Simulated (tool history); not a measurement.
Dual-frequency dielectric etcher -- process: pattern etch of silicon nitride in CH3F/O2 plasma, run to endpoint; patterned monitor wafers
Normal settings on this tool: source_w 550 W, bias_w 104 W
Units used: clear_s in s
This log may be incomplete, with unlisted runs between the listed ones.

run,hour,source_w,bias_w,wafers since the last listed run,hours since the last wet clean,hours since the last source power generator calibration,hours since the last bias power generator calibration,hours since the last upper electrode change,"incoming incoming film thickness, nm",clear_s
1,0,470,104,0,8.1,1650.2,4417.8,4719.1,93.5,83.2
2,43.3,470,104,338,51.4,1693.5,4461.1,4762.4,94.9,84.4
3,68.7,470,104,198,76.8,1718.9,4486.5,4787.8,93.1,82.8
4,114.3,550,104,356,122.4,1764.5,4532.1,4833.4,93.6,76.8
5,173.9,600,124,465,182,1824.1,4591.7,4893,93.9,70.3
6,245.5,600,124,559,253.6,1895.7,4663.3,4964.6,94.7,71.2
# hour 295: source power generator calibrated
# hour 301.8: wet clean of the chamber
7,302.3,600,124,359,0.5,7.3,4720.1,5021.4,94,69.1
# hour 361.4: upper electrode replaced
8,361.9,550,88,277,60.1,66.9,4779.7,0.5,94.1,80
9,410.2,680,124,377,108.4,115.2,4828,48.8,93.3,64.6
10,446,550,104,279,144.2,151,4863.8,84.6,94.2,77.2
# hour 471.4: bias power generator calibrated
11,480.5,670,87,238,178.7,185.5,9.1,119.1,94.1,72.9
12,509,490,85,222,207.2,214,37.6,147.6,94.1,88.4
13,572.7,550,104,497,270.9,277.7,101.3,211.3,94,77.9
# hour 603.1: wet clean of the chamber
14,603.6,610,104,53,0.5,308.6,132.2,242.2,94.1,72.6

What differs in the tool's unlogged condition from the final listed run ahead of each entry between runs to the first listed run following it?
After run 6, before run 7: source power generator calibrated (hour 295); wet clean of the chamber (hour 301.8)
  etch rate over this chamber's usual, %: -2.07 -> 0.133
  what was measured, less what the result would be without the hidden state, clear_s: +1.4 -> -0.1 s
After run 7, before run 8: upper electrode replaced (hour 361.4)
  etch rate over this chamber's usual, %: 0.133 -> -0.44
  what was measured, less what the result would be without the hidden state, clear_s: -0.1 -> +0.3 s
After run 10, before run 11: bias power generator calibrated (hour 471.4)
  etch rate over this chamber's usual, %: -1.25 -> -1.58
  what was measured, less what the result would be without the hidden state, clear_s: +0.9 -> +1.2 s
After run 13, before run 14: wet clean of the chamber (hour 603.1)
  etch rate over this chamber's usual, %: -2.47 -> -0.55
  what was measured, less what the result would be without the hidden state, clear_s: +1.9 -> +0.4 s

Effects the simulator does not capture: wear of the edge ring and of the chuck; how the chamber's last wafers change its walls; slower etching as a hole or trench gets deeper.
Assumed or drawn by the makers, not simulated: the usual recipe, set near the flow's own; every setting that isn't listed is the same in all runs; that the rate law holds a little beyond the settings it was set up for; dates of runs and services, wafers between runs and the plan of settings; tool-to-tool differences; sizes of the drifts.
